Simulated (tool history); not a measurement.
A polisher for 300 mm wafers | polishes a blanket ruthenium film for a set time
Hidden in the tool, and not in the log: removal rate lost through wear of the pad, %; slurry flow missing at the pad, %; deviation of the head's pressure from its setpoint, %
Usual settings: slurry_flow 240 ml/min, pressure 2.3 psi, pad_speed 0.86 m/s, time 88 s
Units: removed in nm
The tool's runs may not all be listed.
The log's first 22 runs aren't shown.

run      day  slurry_flow  pressure  pad_speed  time  wafers since the last listed run  wafers polished on this pad  hours since the slurry nozzle was cleaned  hours since the head pressure was calibrated  incoming thickness of the incoming film, nm  removed
 23   68.917          240       2.3       0.86    88                               560                          721                                      609.8                                         801.8                                        595.3     77.9
 24   71.646          170       2.9       1.06    88                               479                         1200                                      675.3                                         867.3                                        600.2    113.7
 25   74.429          240       2.9       0.86    68                               488                         1689                                      742.1                                         934.1                                        598.7       76
      78.033  -- slurry nozzle cleaned
 26   85.904          320       2.3       1.08    88                              2006                         3696                                      188.9                                        1209.5                                        599.3     92.7
      87.929  -- head pressure recalibrated
 27   89.917          205       2.7       0.86    88                               689                         4385                                      285.2                                          47.7                                        599.2     93.6
 28   93.129          275       2.3       1.06    88                               563                         4949                                      362.3                                         124.8                                        587.6     96.8
 29   94.758          275       2.3       0.78   112                               285                         5235                                      401.4                                         163.9                                        592.5     97.3
      99.017  -- worn pad replaced by a new one
 30  105.271          240       2.3       0.86    88                              1815                         1098                                      653.7                                         416.2                                        607.4     82.2
     106.446  -- slurry nozzle cleaned
 31  107.146          155         3       1.06    65                               321                         1419                                       16.8                                         461.2                                        601.3     87.6
 32  110.092          240       2.3       0.86    88                               517                         1936                                       87.5                                         531.9                                        589.5     78.9
 33   113.65          215       2.3       0.86    88                               624                         2561                                      172.9                                         617.3                                        601.2     80.9
 34  116.233          160       2.3       0.68    78                               453                         3014                                      234.9                                         679.3                                          596       56
 35  120.258          240       2.7       1.08    88                               706                         3721                                      331.5                                         775.9                                        599.4    116.5
 36  123.067          240       2.3       0.86    88                               492                         4214                                      398.9                                         843.3                                        600.3     80.9

Forecast each of these 5 alternatives for the next run:
  A  123.088          240       2.3       0.86    88                                 3                         4217                                      399.4                                         843.8                                        592.1        ?
  B  123.088          240         2       0.86    88                                 3                         4217                                      399.4                                         843.8                                        592.1        ?
  C  123.088          240       1.9       1.04    88                                 3                         4217                                      399.4                                         843.8                                        592.1        ?
  D  123.088          315       2.3       0.86    88                                 3                         4217                                      399.4                                         843.8                                        592.1        ?
  E  123.088          240       2.3       0.58    88                                 3                         4217                                      399.4                                         843.8                                        592.1        ?

run  removed
  A     81.3
  B     70.7
  C     78.8
  D     83.3
  E     59.4
Without the tool's hidden state the same runs would have given:
run  removed
  A     83.8
  B     72.8
  C     81.2
  D     85.8
  E     61.2
